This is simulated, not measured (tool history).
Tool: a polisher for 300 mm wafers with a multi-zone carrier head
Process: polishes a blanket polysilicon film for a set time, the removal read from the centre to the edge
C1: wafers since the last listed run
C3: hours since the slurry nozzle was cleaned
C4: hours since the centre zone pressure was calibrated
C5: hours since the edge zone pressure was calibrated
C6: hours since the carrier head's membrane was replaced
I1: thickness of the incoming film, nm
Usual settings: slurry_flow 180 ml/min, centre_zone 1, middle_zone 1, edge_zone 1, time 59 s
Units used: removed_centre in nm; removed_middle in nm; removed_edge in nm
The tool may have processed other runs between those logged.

Run 1, day 0: usual settings; C1 0; wafers polished on this pad 246; C3 334.1; C4 1150.7; C5 385.1; C6 769.6; I1 1444.6. Result: removed_centre 457.5 nm, removed_middle 511.3 nm, removed_edge 491.3 nm.
Run 2, day 0.383: usual settings but edge_zone 1.08; C1 59; wafers polished on this pad 306; C3 343.3; C4 1159.9; C5 394.3; C6 778.8; I1 1468.3. Result: removed_centre 452.8 nm, removed_middle 507.5 nm, removed_edge 516.2 nm.
At day 0.838: carrier head's membrane replaced by a new one.
Run 3, day 0.896: usual settings but edge_zone 1.08; C1 47; wafers polished on this pad 353; C3 355.6; C4 1172.2; C5 406.6; C6 1.4; I1 1496.6. Result: removed_centre 446.4 nm, removed_middle 502.8 nm, removed_edge 522.5 nm.
Run 4, day 1.296: usual settings but edge_zone 0.91; C1 62; wafers polished on this pad 415; C3 365.2; C4 1181.8; C5 416.2; C6 11; I1 1491.4. Result: removed_centre 443.2 nm, removed_middle 485.2 nm, removed_edge 467.7 nm.
Run 5, day 1.646: usual settings but edge_zone 1.04; C1 54; wafers polished on this pad 469; C3 373.6; C4 1190.2; C5 424.6; C6 19.4; I1 1480.5. Result: removed_centre 436.3 nm, removed_middle 490.4 nm, removed_edge 505.4 nm.
At day 1.996: edge zone pressure recalibrated.
At day 2.029: worn pad replaced by a new one.
At day 2.188: centre zone pressure recalibrated.
Run 6, day 2.208: usual settings but centre_zone 1.07; C1 56; wafers polished on this pad 14; C3 387.1; C4 0.5; C5 5.1; C6 32.9; I1 1444.1. Result: removed_centre 564.9 nm, removed_middle 518.8 nm, removed_edge 505 nm.
At day 2.512: slurry nozzle cleaned.
Run 7, day 2.533: usual settings; C1 44; wafers polished on this pad 58; C3 0.5; C4 8.3; C5 12.9; C6 40.7; I1 1468.5. Result: removed_centre 510.5 nm, removed_middle 514.1 nm, removed_edge 504 nm.
Run 8, day 3.017: usual settings but slurry_flow 135 ml/min, middle_zone 0.91, edge_zone 1.08; C1 75; wafers polished on this pad 134; C3 12.1; C4 19.9; C5 24.5; C6 52.3; I1 1463.7. Result: removed_centre 488.9 nm, removed_middle 457.1 nm, removed_edge 502.3 nm.
Run 9, day 4.246: usual settings but middle_zone 0.88; C1 190; wafers polished on this pad 325; C3 41.6; C4 49.4; C5 54; C6 81.8; I1 1493.6. Result: removed_centre 499.4 nm, removed_middle 460.1 nm, removed_edge 492 nm.
Run 10, day 4.725: usual settings; C1 74; wafers polished on this pad 399; C3 53.1; C4 60.9; C5 65.5; C6 93.3; I1 1462.4. Result: removed_centre 497.3 nm, removed_middle 489.4 nm, removed_edge 496.2 nm.
Run 11, day 5.025: usual settings but slurry_flow 205 ml/min, centre_zone 0.9, edge_zone 0.9; C1 46; wafers polished on this pad 446; C3 60.3; C4 68.1; C5 72.7; C6 100.5; I1 1479.6. Result: removed_centre 449.4 nm, removed_middle 501.6 nm, removed_edge 457.1 nm.
Run 12, day 5.396: usual settings; C1 57; wafers polished on this pad 503; C3 69.2; C4 77; C5 81.6; C6 109.4; I1 1477.9. Result: removed_centre 478.3 nm, removed_middle 486.8 nm, removed_edge 490.7 nm.
At day 5.625: worn pad replaced by a new one.
Run 13, day 6.079: usual settings but slurry_flow 205 ml/min, time 74 s; C1 80; wafers polished on this pad 70; C3 85.6; C4 93.4; C5 98; C6 125.8; I1 1490.3. Result: removed_centre 652.8 nm, removed_middle 667.7 nm, removed_edge 635 nm.
Run 14, day 6.417: usual settings but slurry_flow 130 ml/min, middle_zone 1.04, edge_zone 1.1; C1 52; wafers polished on this pad 123; C3 93.7; C4 101.5; C5 106.1; C6 133.9; I1 1464.6. Result: removed_centre 479.1 nm, removed_middle 501.5 nm, removed_edge 517.2 nm.
Run 15, day 6.708: usual settings; C1 45; wafers polished on this pad 168; C3 100.7; C4 108.5; C5 113.1; C6 140.9; I1 1471.3. Result: removed_centre 504.8 nm, removed_middle 521.4 nm, removed_edge 516 nm.
Run 16, day 7.371: usual settings but centre_zone 0.88, middle_zone 0.96, edge_zone 0.92, time 45 s; C1 102; wafers polished on this pad 271; C3 116.6; C4 124.4; C5 129; C6 156.8; I1 1465.7. Result: removed_centre 336 nm, removed_middle 377.4 nm, removed_edge 364.8 nm.
Run 17, day 8.071: usual settings but slurry_flow 205 ml/min, centre_zone 0.89, time 73 s; C1 108; wafers polished on this pad 380; C3 133.4; C4 141.2; C5 145.8; C6 173.6; I1 1444.3. Result: removed_centre 556.5 nm, removed_middle 642.7 nm, removed_edge 624.2 nm.
Run 18, day 8.783: usual settings but slurry_flow 135 ml/min; C1 110; wafers polished on this pad 490; C3 150.5; C4 158.3; C5 162.9; C6 190.7; I1 1461.2. Result: removed_centre 438.4 nm, removed_middle 465.4 nm, removed_edge 467.6 nm.
Run 19, day 9.146: usual settings but centre_zone 1.1; C1 56; wafers polished on this pad 547; C3 159.2; C4 167; C5 171.6; C6 199.4; I1 1438.2. Result: removed_centre 520 nm, removed_middle 484.3 nm, removed_edge 472.7 nm.
At day 9.896: worn pad replaced by a new one.
Run 20, day 9.917: usual settings but middle_zone 0.91, edge_zone 1.09; C1 93; wafers polished on this pad 2; C3 177.7; C4 185.5; C5 190.1; C6 217.9; I1 1488.5. Result: removed_centre 497.6 nm, removed_middle 490.5 nm, removed_edge 533.3 nm.
Run 21, day 10.2: usual settings but centre_zone 0.9, middle_zone 0.91; C1 44; wafers polished on this pad 47; C3 184.5; C4 192.3; C5 196.9; C6 224.7; I1 1488.1. Result: removed_centre 453.3 nm, removed_middle 483.9 nm, removed_edge 506.9 nm.
Run 22, day 10.667: usual settings; C1 72; wafers polished on this pad 119; C3 195.7; C4 203.5; C5 208.1; C6 235.9; I1 1479.3. Result: removed_centre 498 nm, removed_middle 514.3 nm, removed_edge 520.1 nm.

The logged runs with the hidden state left out (each run's random variation unchanged):
What the log doesn't record here: removal rate lost through wear of the pad, %; slurry flow missing at the pad, %; deviation of the centre zone's pressure from its setpoint, %; deviation of the edge zone's pressure from its setpoint, %.
run  removed_centre  removed_middle  removed_edge
  1           531.4           521.1           501
  2           529.9           521.1         530.3
  3           529.2           522.7         543.6
  4           531.8           510.5         492.3
  5             530           522.1         538.5
  6           569.6           522.2         508.4
  7           516.6           518.1           508
  8           498.4           462.4         508.2
  9           524.7           475.5         508.5
 10           531.1           512.4         519.6
 11           485.6           530.1         483.1
 12             525           521.4         525.6
 13           675.2           671.1         638.3
 14           497.7           505.2           521
 15           526.9           526.7         521.3
 16           355.9           385.2         372.4
 17           601.2           666.4         647.4
 18             486           493.4         495.9
 19           585.3           520.6         508.2
 20           525.5           492.4         535.6
 21           479.8             486         509.3
 22           529.4           517.9         523.9
